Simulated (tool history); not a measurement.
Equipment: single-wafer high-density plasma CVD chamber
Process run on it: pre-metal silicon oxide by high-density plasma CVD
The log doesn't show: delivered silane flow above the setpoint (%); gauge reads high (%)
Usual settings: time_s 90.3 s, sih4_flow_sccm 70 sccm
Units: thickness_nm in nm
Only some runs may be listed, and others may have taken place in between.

| run | hour | time_s | sih4_flow_sccm | wafers since the last listed run | hours since the silane flow controller was replaced | hours since the gauge calibration | read-back reference wafer on the same gauge, thickness_nm | thickness_nm |
|---|---|---|---|---|---|---|---|---|
| 1 | 0 | 90.3 | 60 | 0 | 3005.6 | 1327.4 | 521.677 | 544.29 |
| 2 | 117.2 | 90.3 | 60 | 1188 | 3122.8 | 1444.6 | 522.116 | 544.327 |
| 3 | 379.1 | 90.3 | 60 | 2656 | 3384.7 | 1706.5 | 521.902 | 541.991 |
| 4 | 434.5 | 96 | 66 | 561 | 3440.1 | 1761.9 | 522.053 | 619.834 |
| 5 | 666.8 | 96 | 66 | 2356 | 3672.4 | 1994.2 | 522.072 | 621.825 |
| 6 | 769.9 | 96 | 66 | 1045 | 3775.5 | 2097.3 | 521.924 | 625.827 |
| 7 | 849.4 | 90.3 | 70 | 806 | 3855 | 2176.8 | 521.967 | 611.561 |
| 8 | 886.2 | 90.3 | 70 | 373 | 3891.8 | 2213.6 | 522.193 | 616.856 |
| 9 | 925.6 | 90.3 | 70 | 399 | 3931.2 | 2253 | 522.048 | 612.35 |
| 10 | 1014.5 | 90.3 | 70 | 901 | 4020.1 | 2341.9 | 522.123 | 612.718 |
| 11 | 1067.9 | 102.9 | 70 | 541 | 4073.5 | 2395.3 | 522.03 | 700.277 |
|  | 1093.6 | gauge calibrated |
| 12 | 1134.9 | 90.3 | 70 | 679 | 4140.5 | 41.3 | 522.012 | 613.515 |
| 13 | 1186.9 | 79.8 | 62 | 527 | 4192.5 | 93.3 | 522.083 | 490.777 |
| 14 | 1260.6 | 78.7 | 57 | 747 | 4266.2 | 167 | 521.944 | 455.96 |
| 15 | 1344.3 | 90.3 | 70 | 849 | 4349.9 | 250.7 | 522.332 | 617.526 |
| 16 | 1601.4 | 73 | 57 | 2607 | 4607 | 507.8 | 521.808 | 420.994 |
| 17 | 1692.4 | 90.3 | 70 | 923 | 4698 | 598.8 | 522.142 | 611.517 |
| 18 | 1966.4 | 103.8 | 79 | 2779 | 4972 | 872.8 | 522.286 | 780.972 |
|  | 1981.7 | silane flow controller replaced |
| 19 | 2021.4 | 90.3 | 70 | 476 | 39.7 | 927.8 | 522.167 | 614.989 |
| 20 | 2158.8 | 105 | 62 | 1393 | 177.1 | 1065.2 | 522.111 | 648.229 |
| 21 | 2219.2 | 105.1 | 56 | 612 | 237.5 | 1125.6 | 522.286 | 600.926 |
| 22 | 2302.2 | 90.3 | 70 | 841 | 320.5 | 1208.6 | 521.982 | 612.713 |
| 23 | 2405.5 | 96.1 | 63 | 1047 | 423.8 | 1311.9 | 522.03 | 600.354 |
| 24 | 2464.5 | 104.3 | 57 | 598 | 482.8 | 1370.9 | 522.144 | 602.408 |
| 25 | 2536.3 | 101.8 | 56 | 728 | 554.6 | 1442.7 | 521.887 | 581.889 |
| 26 | 2609.4 | 90.3 | 70 | 741 | 627.7 | 1515.8 | 522.172 | 615.919 |

What if the next run were any one of these 3? Each begins from the tool's condition after run 26:
| A | 2609.8 | 80.1 | 70 | 4 | 628.1 | 1516.2 | ? | ? |
| B | 2609.8 | 74.9 | 59 | 4 | 628.1 | 1516.2 | ? | ? |
| C | 2609.8 | 90.3 | 63 | 4 | 628.1 | 1516.2 | ? | ? |

| run | read-back reference wafer on the same gauge, thickness_nm | thickness_nm |
|---|---|---|
| A | 522.205 | 545.472 |
| B | 522.205 | 445.137 |
| C | 522.205 | 565.123 |
With the hidden condition removed and each run's random variation left untouched, the same runs would have given:
| run | thickness_nm |
|---|---|
| A | 545.472 |
| B | 445.137 |
| C | 565.123 |

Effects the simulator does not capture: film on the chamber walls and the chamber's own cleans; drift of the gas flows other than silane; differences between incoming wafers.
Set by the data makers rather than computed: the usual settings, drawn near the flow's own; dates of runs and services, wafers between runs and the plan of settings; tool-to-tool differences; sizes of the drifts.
